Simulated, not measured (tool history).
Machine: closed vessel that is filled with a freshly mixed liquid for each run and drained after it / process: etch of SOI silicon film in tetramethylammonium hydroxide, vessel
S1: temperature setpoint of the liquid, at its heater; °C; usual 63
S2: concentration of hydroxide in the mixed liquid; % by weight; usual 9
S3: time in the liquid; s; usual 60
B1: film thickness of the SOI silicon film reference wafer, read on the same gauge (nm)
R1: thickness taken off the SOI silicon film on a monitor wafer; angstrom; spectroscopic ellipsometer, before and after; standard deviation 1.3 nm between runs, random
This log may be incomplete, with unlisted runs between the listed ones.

run,hour,S1,S2,S3,B1,R1
1,0,63,9,60,79.99,2947.2
2,71,63,9,60,79.93,2940.3
# hour 93.5: thermometer replaced
3,123.6,63,9,60,80,3093.4
4,149.4,63,9,60,79.97,3089.2
5,193.3,63,11,60,80,2844.9
6,333.9,63,11,60,80.03,2851.8
7,388.2,63,11,60,79.94,2837.9
8,432.9,63,9,60,79.96,3043.9
9,460.6,67.5,10.5,60,79.96,3797.6
10,662.9,67.5,10.5,60,80,3779.3
11,718.3,67.5,10.5,60,80,3775.2
# hour 759.3: gauge calibrated
12,769.5,66.5,9,60,80.01,3738.2
13,841.2,65,10,60,80.02,3289.4
14,909.2,63,9,60,80,3000.7
15,971.1,66.5,11.5,60,80.02,3416.1
16,1014.8,65.5,8,35,79.97,2140.1
17,1085.7,63,10.5,60,79.99,2831.3
# hour 1098: thermometer replaced
# hour 1112.8: hydroxide flow meter replaced
18,1114.2,63,9,60,79.98,3048.3
19,1150.3,63,7,60,79.99,3278.6
20,1176.9,63,9,60,80.01,3043.4
21,1228.3,63,9,60,79.99,3027.4
22,1299.6,65.5,9,60,79.99,3548.4
23,1334.8,69.5,9,90,79.98,6720.5
24,1527.7,63,9,60,80.02,3003.5
25,1573.5,63,11.5,60,80.02,2767.2

How would selected steps in R1 from run to run divide? Give the signed amount a tool lacking its hidden state would still show from settings, what came in and random variation, and the signed amount left for the hidden state, including any gauge scatter that is not in both of the compared results.
The tool's hidden condition here consists of: liquid colder than its thermometer reads (K); hydroxide flow below the setpoint (%); gauge reads high (%).
Run 2 -> 3: thermometer replaced. R1 +153.1 angstrom: hidden state +152.6, all else +0.5.
Run 17 -> 18: S2 10.5 -> 9, thermometer replaced, hydroxide flow meter replaced. R1 +217 angstrom: hidden state +42.6, all else +174.4.
Run 22 -> 23: S1 65.5 -> 69.5, S3 60 -> 90. R1 +3172.1 angstrom: hidden state -28.9, all else +3201.
Run 23 -> 24: S1 69.5 -> 63, S3 90 -> 60. R1 -3717 angstrom: hidden state +12.9, all else -3729.9.
